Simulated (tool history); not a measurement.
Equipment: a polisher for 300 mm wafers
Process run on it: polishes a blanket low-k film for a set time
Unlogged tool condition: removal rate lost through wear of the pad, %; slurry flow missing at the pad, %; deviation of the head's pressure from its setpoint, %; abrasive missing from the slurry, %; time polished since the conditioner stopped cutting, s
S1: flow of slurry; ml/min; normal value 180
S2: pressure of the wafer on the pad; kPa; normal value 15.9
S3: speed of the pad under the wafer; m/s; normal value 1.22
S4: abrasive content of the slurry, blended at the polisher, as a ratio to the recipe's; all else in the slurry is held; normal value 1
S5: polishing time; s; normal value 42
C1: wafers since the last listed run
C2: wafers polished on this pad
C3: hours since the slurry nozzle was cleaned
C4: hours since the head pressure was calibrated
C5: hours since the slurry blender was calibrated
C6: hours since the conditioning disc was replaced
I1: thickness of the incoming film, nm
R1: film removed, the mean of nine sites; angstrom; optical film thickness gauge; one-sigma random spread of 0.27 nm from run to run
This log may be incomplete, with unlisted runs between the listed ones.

run	hour	S1	S2	S3	S4	S5	C1	C2	C3	C4	C5	C6	I1	R1
1	0	180	15.9	1.22	1	34	0	1771	418	335.4	327.8	368.7	607.4	161
# hour 15.9: slurry nozzle cleaned
2	52.8	180	15.9	1.22	1.25	42	578	2350	36.9	388.2	380.6	421.5	604.8	203
# hour 68.7: slurry blender recalibrated
# hour 70.5: conditioning disc replaced and pad reconditioned
3	142.6	180	15.9	1.22	1.25	42	960	3310	126.7	478	73.9	72.1	604.6	193
# hour 242.5: worn pad replaced by a new one
4	247.7	180	12.4	1.22	1	42	1130	57	231.8	583.1	179	177.2	599.7	157
5	332.8	180	12.4	1.22	1	42	951	1009	316.9	668.2	264.1	262.3	591.9	161
6	386.3	180	15.9	1.22	1	37	597	1607	370.4	721.7	317.6	315.8	597.7	172
7	426.1	180	15.9	1.22	1	37	444	2051	410.2	761.5	357.4	355.6	600.6	170
# hour 500.3: slurry blender recalibrated
# hour 503.6: conditioning disc replaced and pad reconditioned
# hour 516.5: slurry nozzle cleaned
8	533.9	180	15.9	1.22	1	37	1149	3201	17.4	869.3	33.6	30.3	605.5	163
# hour 582.8: worn pad replaced by a new one
9	687.4	180	15.9	1.22	1	42	1670	1168	170.9	1022.8	187.1	183.8	589.5	194
10	742.9	180	15.9	1.22	1	42	620	1789	226.4	1078.3	242.6	239.3	600.9	200
11	801.5	130	15.9	1.22	1	42	654	2444	285	1136.9	301.2	297.9	612.6	187
# hour 844.5: slurry blender recalibrated
12	845	180	15.9	0.94	1	42	463	2907	328.5	1180.4	0.5	341.4	591.3	153
13	892.8	180	15.9	1.22	1	42	534	3442	376.3	1228.2	48.3	389.2	600.5	186
# hour 911: conditioning disc replaced and pad reconditioned
# hour 933.8: head pressure recalibrated
# hour 970: slurry nozzle cleaned
14	970.8	225	15.9	0.84	1	28	815	4258	0.8	37	126.3	59.8	597.9	88
# hour 980.5: worn pad replaced by a new one
15	1049.6	180	11	1.22	0.7	42	836	772	79.6	115.8	205.1	138.6	605.4	133
16	1129.9	230	19.3	1.06	1.15	42	897	1670	159.9	196.1	285.4	218.9	598.1	226
17	1197.6	140	13.8	1.22	1	29	756	2427	227.6	263.8	353.1	286.6	594	112
# hour 1204.2: slurry blender recalibrated
18	1265.9	180	18.6	1.22	1	48	741	3168	295.9	332.1	61.7	354.9	603.3	250
# hour 1360.6: conditioning disc replaced and pad reconditioned
# hour 1364.4: worn pad replaced by a new one
19	1366.9	155	15.9	1.22	0.9	42	1064	28	396.9	433.1	162.7	6.3	608.3	198
20	1437.8	180	15.9	1.22	1	42	792	820	467.8	504	233.6	77.2	601.1	203
# hour 1450: slurry nozzle cleaned
21	1493.1	220	15.9	1.22	1	48	606	1427	43.1	559.3	288.9	132.5	593.7	228
22	1541.3	125	15.9	1.22	1	42	538	1966	91.3	607.5	337.1	180.7	595.9	192
# hour 1585.8: slurry blender recalibrated
23	1633.7	180	15.9	1.22	1	42	1010	2976	183.7	699.9	47.9	273.1	597.4	185
# hour 1722.6: worn pad replaced by a new one
24	1729.1	210	18.6	0.8	1	46	1021	73	279.1	795.3	143.3	368.5	597.1	190
# hour 1796.6: conditioning disc replaced and pad reconditioned
25	1807.4	180	15.9	1.46	1	42	852	925	357.4	873.6	221.6	10.8	604.3	236
26	1894.7	125	15.9	1.22	1.25	47	975	1901	444.7	960.9	308.9	98.1	591.5	224

3 options for the next run, each taken on its own from the tool as it stands now. Forecast them:
A	1895.1	180	15.9	1.22	1	42	4	1906	445.1	961.3	309.3	98.5	601.7	?
B	1895.1	225	15.9	1.22	0.85	52	4	1906	445.1	961.3	309.3	98.5	601.7	?
C	1895.1	180	14.5	1.44	1	57	4	1906	445.1	961.3	309.3	98.5	601.7	?

run	R1
A	197
B	239
C	278
Without the tool's unlogged condition, the same runs would have read:
run	R1
A	203
B	247
C	288
